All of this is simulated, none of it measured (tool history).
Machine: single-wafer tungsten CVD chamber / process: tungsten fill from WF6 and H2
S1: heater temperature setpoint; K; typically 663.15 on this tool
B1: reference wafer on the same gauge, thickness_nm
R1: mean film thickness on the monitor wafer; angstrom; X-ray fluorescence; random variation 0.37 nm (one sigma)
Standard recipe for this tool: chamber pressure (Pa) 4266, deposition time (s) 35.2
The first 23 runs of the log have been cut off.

Run 24, day 27.946: usual settings; B1 92.291. Result: R1 823.77 angstrom.
Run 25, day 29.017: usual settings; B1 91.983. Result: R1 817.21 angstrom.
Run 26, day 30.138: usual settings but chamber pressure (Pa) 4946, deposition time (s) 41.6; B1 92.109. Result: R1 1038.66 angstrom.
Run 27, day 30.921: usual settings but deposition time (s) 29.6; B1 92.135. Result: R1 693.66 angstrom.
Run 28, day 31.783: usual settings but S1 656.15 K, chamber pressure (Pa) 3506, deposition time (s) 40.6; B1 91.912. Result: R1 771.04 angstrom.
Run 29, day 32.283: usual settings; B1 92.012. Result: R1 828.1 angstrom.
Run 30, day 33.283: usual settings but S1 667.15 K, chamber pressure (Pa) 3506, deposition time (s) 39.6; B1 91.778. Result: R1 909.15 angstrom.
Run 31, day 33.967: usual settings but S1 656.15 K, deposition time (s) 30.7; B1 91.843. Result: R1 638.87 angstrom.
Run 32, day 34.846: usual settings but S1 655.15 K, chamber pressure (Pa) 5253, deposition time (s) 37; B1 92.003. Result: R1 821.77 angstrom.
Run 33, day 36.329: usual settings but S1 651.15 K, deposition time (s) 40.3; B1 91.855. Result: R1 764.18 angstrom.
Run 34, day 37.579: usual settings but S1 676.15 K, chamber pressure (Pa) 3853; B1 91.871. Result: R1 982.4 angstrom.

Here are 4 independent what-if runs from the current tool condition. What would each one return?
Run A, day 37.596: usual settings but S1 668.15 K; B1 ?. Result: R1 ?.
Run B, day 37.596: usual settings but S1 668.15 K, chamber pressure (Pa) 4973, deposition time (s) 29.8; B1 ?. Result: R1 ?.
Run C, day 37.596: usual settings but chamber pressure (Pa) 5026; B1 ?. Result: R1 ?.
Run D, day 37.596: usual settings but S1 670.15 K, chamber pressure (Pa) 4640, deposition time (s) 30.6; B1 ?. Result: R1 ?.

run      B1      R1
  A  91.794  894.85
  B  91.794  810.61
  C  91.794  885.58
  D  91.794  834.26
Take away the tool's hidden state, keep each run's random variation, and the runs would have read:
run      R1
  A  900.65
  B  815.86
  C  891.31
  D  839.66
